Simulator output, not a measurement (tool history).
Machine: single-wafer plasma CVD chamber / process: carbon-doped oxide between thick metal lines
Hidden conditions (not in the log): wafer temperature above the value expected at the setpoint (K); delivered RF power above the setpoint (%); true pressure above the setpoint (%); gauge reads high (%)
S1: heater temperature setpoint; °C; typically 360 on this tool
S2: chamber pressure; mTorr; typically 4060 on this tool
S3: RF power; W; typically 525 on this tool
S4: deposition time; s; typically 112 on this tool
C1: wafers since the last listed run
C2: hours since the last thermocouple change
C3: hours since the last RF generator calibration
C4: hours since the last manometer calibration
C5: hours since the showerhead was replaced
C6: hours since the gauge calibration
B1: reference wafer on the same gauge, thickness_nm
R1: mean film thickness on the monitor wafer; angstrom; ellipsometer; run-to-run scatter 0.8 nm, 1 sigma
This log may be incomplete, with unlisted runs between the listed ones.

run 1 hour=0.0 | S1=360 S2=4060 S3=525 S4=112 | C1=0 C2=3081.7 C3=461.0 C4=1245.3 C5=3286.7 C6=84.0 | B1=440.080 | R1=5218.51
run 2 hour=13.9 | S1=360 S2=4060 S3=525 S4=112 | C1=124 C2=3095.6 C3=474.9 C4=1259.2 C5=3300.6 C6=97.9 | B1=440.343 | R1=5210.95
run 3 hour=20.0 | S1=360 S2=4060 S3=525 S4=112 | C1=54 C2=3101.7 C3=481.0 C4=1265.3 C5=3306.7 C6=104.0 | B1=440.005 | R1=5210.43
run 4 hour=29.8 | S1=360 S2=4060 S3=525 S4=112 | C1=87 C2=3111.5 C3=490.8 C4=1275.1 C5=3316.5 C6=113.8 | B1=440.176 | R1=5217.04
run 5 hour=41.1 | S1=360 S2=4630 S3=525 S4=112 | C1=101 C2=3122.8 C3=502.1 C4=1286.4 C5=3327.8 C6=125.1 | B1=440.184 | R1=5381.10
run 6 hour=50.2 | S1=360 S2=4630 S3=525 S4=112 | C1=81 C2=3131.9 C3=511.2 C4=1295.5 C5=3336.9 C6=134.2 | B1=440.445 | R1=5362.07
run 7 hour=66.3 | S1=360 S2=4630 S3=525 S4=112 | C1=144 C2=3148.0 C3=527.3 C4=1311.6 C5=3353.0 C6=150.3 | B1=439.907 | R1=5377.54
run 8 hour=78.3 | S1=360 S2=4060 S3=525 S4=112 | C1=107 C2=3160.0 C3=539.3 C4=1323.6 C5=3365.0 C6=162.3 | B1=440.132 | R1=5201.85
run 9 hour=90.6 | S1=360 S2=4060 S3=525 S4=112 | C1=110 C2=3172.3 C3=551.6 C4=1335.9 C5=3377.3 C6=174.6 | B1=440.132 | R1=5188.01
-- hour=121.0 gauge calibrated
run 10 hour=121.9 | S1=360 S2=4060 S3=525 S4=112 | C1=280 C2=3203.6 C3=582.9 C4=1367.2 C5=3408.6 C6=0.9 | B1=440.098 | R1=5178.74
-- hour=139.1 thermocouple changed; heater temperature recalibrated
run 11 hour=139.6 | S1=360 S2=4060 S3=525 S4=112 | C1=86 C2=0.5 C3=600.6 C4=1384.9 C5=3426.3 C6=18.6 | B1=440.347 | R1=5178.22
run 12 hour=142.4 | S1=360 S2=4060 S3=525 S4=112 | C1=25 C2=3.3 C3=603.4 C4=1387.7 C5=3429.1 C6=21.4 | B1=439.925 | R1=5176.05
run 13 hour=152.4 | S1=360 S2=4060 S3=525 S4=99 | C1=89 C2=13.3 C3=613.4 C4=1397.7 C5=3439.1 C6=31.4 | B1=439.686 | R1=4577.01
run 14 hour=166.2 | S1=360 S2=4060 S3=525 S4=99 | C1=123 C2=27.1 C3=627.2 C4=1411.5 C5=3452.9 C6=45.2 | B1=439.880 | R1=4565.10
-- hour=182.0 capacitance manometer re-zeroed and calibrated
run 15 hour=182.5 | S1=360 S2=4060 S3=525 S4=112 | C1=74 C2=43.4 C3=643.5 C4=0.5 C5=3469.2 C6=61.5 | B1=439.975 | R1=5163.81
run 16 hour=188.9 | S1=360 S2=3730 S3=560 S4=92 | C1=57 C2=49.8 C3=649.9 C4=6.9 C5=3475.6 C6=67.9 | B1=439.879 | R1=4332.04
-- hour=198.7 showerhead replaced
run 17 hour=206.8 | S1=371 S2=3430 S3=615 S4=112 | C1=88 C2=67.7 C3=667.8 C4=24.8 C5=8.1 C6=85.8 | B1=439.892 | R1=5323.51
run 18 hour=216.5 | S1=348 S2=4060 S3=525 S4=112 | C1=86 C2=77.4 C3=677.5 C4=34.5 C5=17.8 C6=95.5 | B1=439.996 | R1=5359.49
run 19 hour=227.3 | S1=360 S2=4060 S3=525 S4=112 | C1=96 C2=88.2 C3=688.3 C4=45.3 C5=28.6 C6=106.3 | B1=439.926 | R1=5153.03
run 20 hour=239.7 | S1=351 S2=4060 S3=525 S4=118 | C1=110 C2=100.6 C3=700.7 C4=57.7 C5=41.0 C6=118.7 | B1=439.803 | R1=5576.32
run 21 hour=251.7 | S1=355 S2=4060 S3=525 S4=112 | C1=107 C2=112.6 C3=712.7 C4=69.7 C5=53.0 C6=130.7 | B1=439.937 | R1=5227.67
run 22 hour=266.7 | S1=370 S2=3230 S3=435 S4=128 | C1=134 C2=127.6 C3=727.7 C4=84.7 C5=68.0 C6=145.7 | B1=439.975 | R1=4851.86
-- hour=285.2 RF generator calibrated
run 23 hour=285.7 | S1=360 S2=4870 S3=575 S4=112 | C1=98 C2=146.6 C3=0.5 C4=103.7 C5=87.0 C6=164.7 | B1=439.966 | R1=5854.26
run 24 hour=317.4 | S1=360 S2=4980 S3=470 S4=122 | C1=283 C2=178.3 C3=32.2 C4=135.4 C5=118.7 C6=196.4 | B1=439.896 | R1=5687.44
-- hour=320.2 gauge calibrated
run 25 hour=328.0 | S1=360 S2=4060 S3=525 S4=112 | C1=94 C2=188.9 C3=42.8 C4=146.0 C5=129.3 C6=7.8 | B1=440.340 | R1=5312.12
run 26 hour=341.6 | S1=351 S2=4060 S3=525 S4=112 | C1=121 C2=202.5 C3=56.4 C4=159.6 C5=142.9 C6=21.4 | B1=440.290 | R1=5437.38
run 27 hour=352.3 | S1=346 S2=5020 S3=525 S4=94 | C1=95 C2=213.2 C3=67.1 C4=170.3 C5=153.6 C6=32.1 | B1=439.761 | R1=4873.91
run 28 hour=401.3 | S1=360 S2=4060 S3=445 S4=112 | C1=438 C2=262.2 C3=116.1 C4=219.3 C5=202.6 C6=81.1 | B1=439.714 | R1=4792.43
run 29 hour=411.1 | S1=360 S2=4060 S3=600 S4=95 | C1=87 C2=272.0 C3=125.9 C4=229.1 C5=212.4 C6=90.9 | B1=440.015 | R1=4851.65

Some steps in R1 between neighbouring runs. How much of each would the tool show without its hidden state too (settings, what came in, random variation), and how much is left for the hidden state, with any gauge scatter that isn't in both results?
Run 16 -> 17: S1 360 -> 371, S2 3730 -> 3430, S3 560 -> 615, S4 92 -> 112, showerhead replaced. R1 +991.47 angstrom: hidden state -32.05, all else +1023.52.
Run 22 -> 23: S1 370 -> 360, S2 3230 -> 4870, S3 435 -> 575, S4 128 -> 112, RF generator calibrated. R1 +1002.40 angstrom: hidden state +193.29, all else +809.11.
